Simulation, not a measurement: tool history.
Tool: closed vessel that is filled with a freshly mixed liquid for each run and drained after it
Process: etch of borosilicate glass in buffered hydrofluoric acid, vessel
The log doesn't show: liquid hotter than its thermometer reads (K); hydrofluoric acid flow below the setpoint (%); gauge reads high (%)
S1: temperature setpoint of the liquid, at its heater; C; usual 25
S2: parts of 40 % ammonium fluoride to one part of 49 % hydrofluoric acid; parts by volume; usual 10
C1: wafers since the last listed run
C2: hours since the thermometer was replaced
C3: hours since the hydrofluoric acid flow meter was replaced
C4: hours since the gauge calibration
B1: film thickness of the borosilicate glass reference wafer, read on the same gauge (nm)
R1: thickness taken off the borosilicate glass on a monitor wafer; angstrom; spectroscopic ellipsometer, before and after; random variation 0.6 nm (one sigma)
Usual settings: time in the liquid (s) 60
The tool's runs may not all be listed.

{"run": 1, "hour": 0.0, "S1": 25, "S2": 10, "time in the liquid (s)": 60, "C1": 0, "C2": 398.7, "C3": 539.5, "C4": 1160.8, "B1": 60.02, "R1": 822.8}
{"run": 2, "hour": 99.3, "S1": 25, "S2": 10, "time in the liquid (s)": 60, "C1": 12627, "C2": 498, "C3": 638.8, "C4": 1260.1, "B1": 59.99, "R1": 813}
{"hour": 196.1, "done": "hydrofluoric acid flow meter replaced"}
{"run": 3, "hour": 393.8, "S1": 25, "S2": 10, "time in the liquid (s)": 35, "C1": 37324, "C2": 792.5, "C3": 197.7, "C4": 1554.6, "B1": 60.01, "R1": 487.8}
{"run": 4, "hour": 471.7, "S1": 25, "S2": 10, "time in the liquid (s)": 35, "C1": 9906, "C2": 870.4, "C3": 275.6, "C4": 1632.5, "B1": 59.99, "R1": 489.3}
{"run": 5, "hour": 524.0, "S1": 25, "S2": 10, "time in the liquid (s)": 60, "C1": 6650, "C2": 922.7, "C3": 327.9, "C4": 1684.8, "B1": 59.99, "R1": 842}
{"run": 6, "hour": 577.0, "S1": 25, "S2": 10, "time in the liquid (s)": 60, "C1": 6739, "C2": 975.7, "C3": 380.9, "C4": 1737.8, "B1": 59.99, "R1": 846.9}
{"run": 7, "hour": 714.1, "S1": 25, "S2": 10, "time in the liquid (s)": 60, "C1": 17434, "C2": 1112.8, "C3": 518, "C4": 1874.9, "B1": 60, "R1": 847.9}
{"hour": 784.0, "done": "hydrofluoric acid flow meter replaced"}
{"hour": 796.1, "done": "thermometer replaced"}
{"run": 8, "hour": 796.6, "S1": 25, "S2": 10, "time in the liquid (s)": 60, "C1": 10237, "C2": 0.5, "C3": 12.6, "C4": 1957.4, "B1": 59.99, "R1": 793.9}
{"hour": 1047.6, "done": "gauge calibrated"}
{"run": 9, "hour": 1069.4, "S1": 25, "S2": 10, "time in the liquid (s)": 60, "C1": 34691, "C2": 273.3, "C3": 285.4, "C4": 21.8, "B1": 60, "R1": 801}
{"run": 10, "hour": 1155.7, "S1": 25, "S2": 8.5, "time in the liquid (s)": 60, "C1": 10974, "C2": 359.6, "C3": 371.7, "C4": 108.1, "B1": 60.03, "R1": 914.9}
{"run": 11, "hour": 1208.8, "S1": 25, "S2": 10, "time in the liquid (s)": 75, "C1": 6752, "C2": 412.7, "C3": 424.8, "C4": 161.2, "B1": 60.03, "R1": 1035.8}
{"run": 12, "hour": 1302.1, "S1": 25, "S2": 10, "time in the liquid (s)": 75, "C1": 11864, "C2": 506, "C3": 518.1, "C4": 254.5, "B1": 59.99, "R1": 1012.7}
{"run": 13, "hour": 1339.7, "S1": 25, "S2": 10, "time in the liquid (s)": 75, "C1": 4781, "C2": 543.6, "C3": 555.7, "C4": 292.1, "B1": 60, "R1": 1015.6}
{"run": 14, "hour": 1380.9, "S1": 25, "S2": 10, "time in the liquid (s)": 60, "C1": 5239, "C2": 584.8, "C3": 596.9, "C4": 333.3, "B1": 59.98, "R1": 828.5}
{"hour": 1405.7, "done": "hydrofluoric acid flow meter replaced"}
{"run": 15, "hour": 1483.5, "S1": 25, "S2": 10, "time in the liquid (s)": 40, "C1": 12920, "C2": 687.4, "C3": 77.8, "C4": 435.9, "B1": 59.99, "R1": 547.2}
{"run": 16, "hour": 1528.1, "S1": 25, "S2": 9, "time in the liquid (s)": 85, "C1": 5671, "C2": 732, "C3": 122.4, "C4": 480.5, "B1": 60.01, "R1": 1251.7}
{"run": 17, "hour": 1618.7, "S1": 25, "S2": 13.5, "time in the liquid (s)": 75, "C1": 11521, "C2": 822.6, "C3": 213, "C4": 571.1, "B1": 59.95, "R1": 778.8}
{"run": 18, "hour": 1688.3, "S1": 23.5, "S2": 8, "time in the liquid (s)": 75, "C1": 8850, "C2": 892.2, "C3": 282.6, "C4": 640.7, "B1": 60.02, "R1": 1168.6}
{"run": 19, "hour": 1767.7, "S1": 28.5, "S2": 12, "time in the liquid (s)": 40, "C1": 10097, "C2": 971.6, "C3": 362, "C4": 720.1, "B1": 59.95, "R1": 565.9}
{"run": 20, "hour": 1863.6, "S1": 25, "S2": 10, "time in the liquid (s)": 60, "C1": 12195, "C2": 1067.5, "C3": 457.9, "C4": 816, "B1": 60.06, "R1": 848.5}
{"run": 21, "hour": 1948.0, "S1": 25, "S2": 10, "time in the liquid (s)": 60, "C1": 10733, "C2": 1151.9, "C3": 542.3, "C4": 900.4, "B1": 60.06, "R1": 840.7}
{"run": 22, "hour": 2047.9, "S1": 27, "S2": 12, "time in the liquid (s)": 40, "C1": 12704, "C2": 1251.8, "C3": 642.2, "C4": 1000.3, "B1": 59.99, "R1": 535}
{"hour": 2053.8, "done": "thermometer replaced"}
{"hour": 2086.5, "done": "hydrofluoric acid flow meter replaced"}
{"run": 23, "hour": 2154.8, "S1": 27.5, "S2": 10, "time in the liquid (s)": 60, "C1": 13340, "C2": 101, "C3": 68.3, "C4": 1107.2, "B1": 59.98, "R1": 918}
{"run": 24, "hour": 2207.5, "S1": 29, "S2": 12, "time in the liquid (s)": 60, "C1": 6701, "C2": 153.7, "C3": 121, "C4": 1159.9, "B1": 60.03, "R1": 817.2}
{"run": 25, "hour": 2477.3, "S1": 25, "S2": 10, "time in the liquid (s)": 60, "C1": 34310, "C2": 423.5, "C3": 390.8, "C4": 1429.7, "B1": 59.97, "R1": 808.8}
{"run": 26, "hour": 2580.5, "S1": 26.5, "S2": 10, "time in the liquid (s)": 70, "C1": 13123, "C2": 526.7, "C3": 494, "C4": 1532.9, "B1": 59.98, "R1": 1028.7}
{"run": 27, "hour": 2645.9, "S1": 25, "S2": 10, "time in the liquid (s)": 90, "C1": 8316, "C2": 592.1, "C3": 559.4, "C4": 1598.3, "B1": 59.98, "R1": 1235.5}
{"hour": 2727.7, "done": "hydrofluoric acid flow meter replaced"}
{"run": 28, "hour": 2737.0, "S1": 25, "S2": 12.5, "time in the liquid (s)": 35, "C1": 11457, "C2": 683.2, "C3": 9.3, "C4": 1689.4, "B1": 59.99, "R1": 382.4}
{"run": 29, "hour": 2774.0, "S1": 28.5, "S2": 13, "time in the liquid (s)": 60, "C1": 4705, "C2": 720.2, "C3": 46.3, "C4": 1726.4, "B1": 60.01, "R1": 769.7}
{"run": 30, "hour": 2843.8, "S1": 25, "S2": 10, "time in the liquid (s)": 60, "C1": 8876, "C2": 790, "C3": 116.1, "C4": 1796.2, "B1": 60, "R1": 832.9}
{"run": 31, "hour": 2893.5, "S1": 25, "S2": 12.5, "time in the liquid (s)": 50, "C1": 6320, "C2": 839.7, "C3": 165.8, "C4": 1845.9, "B1": 60.02, "R1": 555.9}
{"run": 32, "hour": 2973.9, "S1": 27.5, "S2": 7, "time in the liquid (s)": 90, "C1": 10224, "C2": 920.1, "C3": 246.2, "C4": 1926.3, "B1": 60.01, "R1": 2013.1}

Forecast each of these 4 alternatives for the next run:
{"run": "A", "hour": 2974.6, "S1": 29.5, "S2": 10, "time in the liquid (s)": 60, "C1": 89, "C2": 920.8, "C3": 246.9, "C4": 1927, "B1": "?", "R1": "?"}
{"run": "B", "hour": 2974.6, "S1": 25, "S2": 8.5, "time in the liquid (s)": 80, "C1": 89, "C2": 920.8, "C3": 246.9, "C4": 1927, "B1": "?", "R1": "?"}
{"run": "C", "hour": 2974.6, "S1": 25, "S2": 14, "time in the liquid (s)": 75, "C1": 89, "C2": 920.8, "C3": 246.9, "C4": 1927, "B1": "?", "R1": "?"}
{"run": "D", "hour": 2974.6, "S1": 22, "S2": 11.5, "time in the liquid (s)": 45, "C1": 89, "C2": 920.8, "C3": 246.9, "C4": 1927, "B1": "?", "R1": "?"}

run=A B1=60 R1=1055.8
run=B B1=60 R1=1268.9
run=C B1=60 R1=749.1
run=D B1=60 R1=465.1
Without the tool's hidden state the same runs would have given:
run=A R1=996.5
run=B R1=1196
run=C R1=705.8
run=D R1=437.8

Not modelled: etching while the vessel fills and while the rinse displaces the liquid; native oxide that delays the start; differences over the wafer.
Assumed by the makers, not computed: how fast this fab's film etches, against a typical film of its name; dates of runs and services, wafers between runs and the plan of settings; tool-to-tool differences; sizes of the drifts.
